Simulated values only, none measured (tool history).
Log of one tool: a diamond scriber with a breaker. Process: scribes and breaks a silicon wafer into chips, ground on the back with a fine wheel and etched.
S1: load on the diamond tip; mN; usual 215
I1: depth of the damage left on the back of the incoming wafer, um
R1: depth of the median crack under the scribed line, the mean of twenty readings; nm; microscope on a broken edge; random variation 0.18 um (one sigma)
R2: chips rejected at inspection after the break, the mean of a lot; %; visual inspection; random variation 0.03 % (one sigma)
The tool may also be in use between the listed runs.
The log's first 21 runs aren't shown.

run    hour   S1    I1     R1     R2
 22  1636.2  277  0.57  20730  12.20
 23  1674.8  215  0.68  16030   2.03
 24  1743.7  231  0.55  17460   4.26
     1821.3  -- load on the tip recalibrated
 25  1838.4  215  0.76  14530   0.48
 26  1886.4  246  0.56  16610   2.23
 27  1949.3  263  0.74  17920   4.44
 28  2037.2  167  0.49  12160   5.14
 29  2084.2  253  0.33  17420   3.60
 30  2184.4  236  0.56  16650   2.13
     2207.5  -- diamond tip replaced by a new one
 31  2256.0  215  0.67  15550   0.77
 32  2325.4  178  0.47  12880   1.87
 33  2395.7  189  0.44  13820   0.80
 34  2442.7  241  0.30  17250   3.47
 35  2479.5  215  0.62  15900   1.08
 36  2543.1  215  0.30  15640   1.18
 37  2719.5  215  0.60  16290   1.35

Run 38 comes next. What will it give?
 38  2809.9  198  0.39   ?   ?

R1: 15050 nm
R2: 0.59 %
Without the tool's hidden state the same run would have given R1 13550 nm, R2 1.15 %.

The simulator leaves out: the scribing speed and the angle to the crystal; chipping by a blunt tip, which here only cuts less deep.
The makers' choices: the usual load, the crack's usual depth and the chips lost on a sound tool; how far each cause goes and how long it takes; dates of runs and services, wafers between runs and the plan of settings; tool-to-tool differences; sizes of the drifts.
